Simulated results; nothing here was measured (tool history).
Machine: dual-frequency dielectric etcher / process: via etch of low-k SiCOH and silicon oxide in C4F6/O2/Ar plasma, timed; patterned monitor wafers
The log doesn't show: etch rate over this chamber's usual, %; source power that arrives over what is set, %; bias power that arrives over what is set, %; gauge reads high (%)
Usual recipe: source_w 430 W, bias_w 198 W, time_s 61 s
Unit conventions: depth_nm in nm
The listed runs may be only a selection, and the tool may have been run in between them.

run,hour,source_w,bias_w,time_s,wafers since the last listed run,hours since the last wet clean,hours since the last source power generator calibration,hours since the last bias power generator calibration,hours since the last upper electrode change,hours since the gauge calibration,"read-back reference wafer on the same gauge, depth_nm",depth_nm
1,0,430,238,61,0,247.5,1236.1,4309.5,1803.6,294.6,161.9,172.6
2,34.1,510,198,61,245,281.6,1270.2,4343.6,1837.7,328.7,162.1,173.3
3,42.2,510,198,61,58,289.7,1278.3,4351.7,1845.8,336.8,162,173.2
4,48.7,430,198,61,46,296.2,1284.8,4358.2,1852.3,343.3,162,161.1
5,66.5,430,198,61,128,314,1302.6,4376,1870.1,361.1,162,161.3
6,76.6,430,198,61,72,324.1,1312.7,4386.1,1880.2,371.2,161.9,159.8
7,112,430,198,67.5,254,359.5,1348.1,4421.5,1915.6,406.6,161.9,176.8
8,119.3,430,198,67.5,52,366.8,1355.4,4428.8,1922.9,413.9,162.2,176.9
9,130.6,430,198,61,81,378.1,1366.7,4440.1,1934.2,425.2,162,158.4
10,145.6,430,198,61,107,393.1,1381.7,4455.1,1949.2,440.2,162,159.3
11,156.5,430,198,61,78,404,1392.6,4466,1960.1,451.1,162,158.8
# hour 169.2: source power generator calibrated
12,171.1,430,198,61,76,418.6,1.9,4480.6,1974.7,465.7,161.8,158.7
# hour 172.7: gauge calibrated
13,185.2,430,198,61,101,432.7,16,4494.7,1988.8,12.5,162.1,157.6
14,192.5,430,198,61,52,440,23.3,4502,1996.1,19.8,161.9,157.4
15,202,340,198,61,68,449.5,32.8,4511.5,2005.6,29.3,162.1,141.5
# hour 236: wet clean of the chamber
16,236.5,530,161,52,75,0.5,67.3,4546,2040.1,63.8,162,144.4
17,236.8,430,198,61,2,0.8,67.6,4546.3,2040.4,64.1,162.1,164.6
18,246.4,430,198,74.5,69,10.4,77.2,4555.9,2050,73.7,162,202.1
19,258.8,430,198,61,89,22.8,89.6,4568.3,2062.4,86.1,161.9,165.3
20,274.6,530,154,61,113,38.6,105.4,4584.1,2078.2,101.9,161.9,166.6
# hour 307.3: upper electrode replaced
21,307.8,430,198,76.5,66,71.8,138.6,4617.3,0.5,135.1,162.2,206.8
22,308.1,430,198,61,2,72.1,138.9,4617.6,0.8,135.4,161.9,164.8
23,312.5,430,169,61,31,76.5,143.3,4622,5.2,139.8,162,155.4
24,327.3,490,220,74.5,106,91.3,158.1,4636.8,20,154.6,161.9,221.9
# hour 335.3: bias power generator calibrated
25,342.3,430,152,45.5,79,106.3,173.1,7,35,169.6,162,111.9
26,356.1,480,198,69,99,120.1,186.9,20.8,48.8,183.4,162,194.4
27,373.7,320,198,61,126,137.7,204.5,38.4,66.4,201,162,141.5
28,390.5,480,244,43,120,154.5,221.3,55.2,83.2,217.8,162,129.2
29,406.4,430,240,61,114,170.4,237.2,71.1,99.1,233.7,162.1,173.9
30,422.3,430,169,61,114,186.3,253.1,87,115,249.6,162.1,153.7
31,433.9,430,183,61,83,197.9,264.7,98.6,126.6,261.2,162,158.5

Results per run with the tool's hidden condition removed, run-to-run variation unchanged:
run,depth_nm
1,177.1
2,178.5
3,178.5
4,166.1
5,166.6
6,165.3
7,183.5
8,183.7
9,164.6
10,165.8
11,165.5
12,165.6
13,164.6
14,164.6
15,148.1
16,144.7
17,164.9
18,202.7
19,166
20,167.6
21,208.5
22,166.2
23,156.8
24,224.2
25,113.2
26,197
27,143.6
28,131.3
29,177
30,156.7
31,161.7
